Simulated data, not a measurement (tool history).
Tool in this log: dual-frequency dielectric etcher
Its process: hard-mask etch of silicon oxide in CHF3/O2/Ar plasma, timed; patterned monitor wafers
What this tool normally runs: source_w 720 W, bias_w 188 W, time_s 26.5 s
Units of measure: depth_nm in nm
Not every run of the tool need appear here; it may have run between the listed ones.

| run | hour | source_w | bias_w | time_s | read-back reference wafer on the same gauge, depth_nm | depth_nm |
|---|---|---|---|---|---|---|
| 1 | 0.0 | 720 | 188 | 32.5 | 50.9 | 59.7 |
| 2 | 59.1 | 720 | 188 | 32.5 | 50.8 | 59.1 |
|  | 91.3 | wet clean of the chamber |
| 3 | 113.4 | 720 | 188 | 26.5 | 51.0 | 50.5 |
| 4 | 152.5 | 720 | 188 | 26.5 | 51.0 | 50.0 |
| 5 | 225.4 | 720 | 188 | 22.0 | 50.9 | 41.4 |
| 6 | 270.4 | 720 | 188 | 21.5 | 50.9 | 40.2 |
|  | 338.9 | upper electrode replaced |
| 7 | 357.2 | 720 | 188 | 21.5 | 50.9 | 40.0 |
| 8 | 439.1 | 790 | 188 | 26.5 | 51.0 | 52.0 |
| 9 | 528.9 | 650 | 219 | 33.5 | 50.9 | 59.7 |
|  | 539.3 | source power generator calibrated |
|  | 598.2 | bias power generator calibrated |
|  | 619.9 | wet clean of the chamber |
| 10 | 620.4 | 790 | 160 | 20.0 | 51.0 | 38.8 |
|  | 645.2 | gauge calibrated |
| 11 | 687.2 | 630 | 223 | 30.5 | 50.9 | 55.2 |
| 12 | 790.1 | 720 | 188 | 26.5 | 51.0 | 49.6 |
| 13 | 870.3 | 720 | 188 | 26.5 | 51.0 | 49.8 |
| 14 | 913.7 | 590 | 164 | 20.5 | 50.9 | 32.3 |
| 15 | 1004.5 | 670 | 228 | 33.5 | 50.9 | 62.2 |

5 options for the next run, each taken on its own from the tool as it stands now. Forecast them:
| A | 1004.9 | 720 | 188 | 26.5 | ? | ? |
| B | 1004.9 | 630 | 188 | 26.5 | ? | ? |
| C | 1004.9 | 620 | 207 | 22.5 | ? | ? |
| D | 1004.9 | 720 | 229 | 33.5 | ? | ? |
| E | 1004.9 | 580 | 151 | 22.0 | ? | ? |

| run | read-back reference wafer on the same gauge, depth_nm | depth_nm |
|---|---|---|
| A | 50.9 | 48.9 |
| B | 50.9 | 44.9 |
| C | 50.9 | 38.6 |
| D | 50.9 | 64.8 |
| E | 50.9 | 33.5 |
Without the tool's unlogged condition, the same runs would have read:
| run | depth_nm |
|---|---|
| A | 50.2 |
| B | 46.1 |
| C | 39.6 |
| D | 66.5 |
| E | 34.4 |
